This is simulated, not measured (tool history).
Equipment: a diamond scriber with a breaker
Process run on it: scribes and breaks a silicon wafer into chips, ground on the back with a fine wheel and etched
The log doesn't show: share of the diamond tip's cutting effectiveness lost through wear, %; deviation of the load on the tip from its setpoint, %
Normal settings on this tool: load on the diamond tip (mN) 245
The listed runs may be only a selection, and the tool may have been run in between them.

run	day	load on the diamond tip (mN)	wafers since the last listed run	hours since the diamond tip was replaced	hours since the load on the tip was calibrated	incoming depth of the damage left on the back of the incoming wafer, um	depth of the median crack under the scribed line (µm)	chips rejected at inspection after the break (%)
1	0.000	196	0	22.5	1156.6	0.34	8.74	11.08
2	1.075	265	92	48.3	1182.4	0.70	11.08	0.95
3	1.600	265	45	60.9	1195.0	0.51	10.80	1.09
4	2.246	245	55	76.4	1210.5	0.39	9.96	2.94
5	3.621	245	118	109.4	1243.5	0.40	10.19	3.57
6	4.788	245	100	137.4	1271.5	0.60	9.73	4.15
7	5.554	229	66	155.8	1289.9	0.43	9.60	7.56
8	6.792	276	107	185.5	1319.6	0.79	10.85	1.62
9	7.550	276	65	203.7	1337.8	0.34	10.80	1.79
10	8.592	276	90	228.7	1362.8	0.66	10.66	1.94
11	9.792	302	103	257.5	1391.6	0.74	11.14	0.81
12	10.529	245	63	275.2	1409.3	0.65	9.37	6.09
13	11.100	245	49	288.9	1423.0	0.57	9.75	6.93
14	12.925	194	157	332.7	1466.8	0.54	7.78	21.82
15	14.012	194	94	358.8	1492.9	0.40	7.74	20.34
16	15.308	272	112	389.9	1524.0	0.32	10.23	3.09
17	16.500	272	103	418.5	1552.6	0.69	10.23	3.36
# day 17.242: diamond tip replaced by a new one
18	17.354	182	66	2.7	1573.1	0.61	8.52	16.29
19	17.896	245	46	15.7	1586.1	0.58	10.42	2.43
20	18.458	245	48	29.2	1599.6	0.68	10.47	2.78
21	19.804	305	116	61.5	1631.9	0.58	12.00	0.76
# day 20.512: load on the tip recalibrated
22	20.942	245	91	88.8	10.3	0.70	10.84	0.99
23	21.862	292	79	110.9	32.4	0.53	12.20	1.46
24	22.404	278	46	123.9	45.4	0.32	11.96	0.75
25	23.596	300	103	152.5	74.0	0.73	12.45	1.55
26	24.308	208	61	169.6	91.1	0.31	9.12	7.32
27	25.804	245	129	205.5	127.0	0.56	10.45	2.23
28	27.200	188	120	239.0	160.5	0.44	8.63	15.29
29	27.788	303	50	253.1	174.6	0.49	12.29	1.07
30	28.742	245	82	276.0	197.5	0.69	10.47	2.66
31	29.517	310	67	294.6	216.1	0.49	12.64	1.31
32	30.125	245	52	309.2	230.7	0.39	10.49	2.75
33	31.050	308	80	331.4	252.9	0.32	12.24	1.03
34	32.312	186	109	361.7	283.2	0.67	8.46	17.89
35	33.754	175	124	396.3	317.8	0.52	8.21	21.04
36	34.921	245	100	424.3	345.8	0.60	10.02	3.53
# day 35.158: diamond tip replaced by a new one
37	36.342	192	115	28.4	379.9	0.53	8.90	8.53
38	37.554	296	104	57.5	409.0	0.73	12.63	1.48
39	38.733	216	101	85.8	437.3	0.68	9.70	5.60
40	39.771	245	89	110.7	462.2	0.62	10.43	2.15

Below, some changes in depth of the median crack under the scribed line (µm) between adjacent runs. For each, the amount present without the hidden state too (settings, incoming material, random variation) and the amount remaining for the hidden state with gauge scatter not shared by both compared results:
Run 17 -> 18: load on the diamond tip (mN) 272 -> 182, diamond tip replaced by a new one. depth of the median crack under the scribed line (µm) -1.71: hidden state +1.49, all else -3.20.
Run 21 -> 22: load on the diamond tip (mN) 305 -> 245, load on the tip recalibrated. depth of the median crack under the scribed line (µm) -1.16: hidden state +1.19, all else -2.35.
Run 28 -> 29: load on the diamond tip (mN) 188 -> 303. depth of the median crack under the scribed line (µm) +3.66: hidden state -0.41, all else +4.07.
Run 33 -> 34: load on the diamond tip (mN) 308 -> 186. depth of the median crack under the scribed line (µm) -3.78: hidden state +0.43, all else -4.21.
Run 36 -> 37: load on the diamond tip (mN) 245 -> 192, diamond tip replaced by a new one. depth of the median crack under the scribed line (µm) -1.12: hidden state +0.93, all else -2.05.
Run 37 -> 38: load on the diamond tip (mN) 192 -> 296. depth of the median crack under the scribed line (µm) +3.73: hidden state -0.44, all else +4.17.

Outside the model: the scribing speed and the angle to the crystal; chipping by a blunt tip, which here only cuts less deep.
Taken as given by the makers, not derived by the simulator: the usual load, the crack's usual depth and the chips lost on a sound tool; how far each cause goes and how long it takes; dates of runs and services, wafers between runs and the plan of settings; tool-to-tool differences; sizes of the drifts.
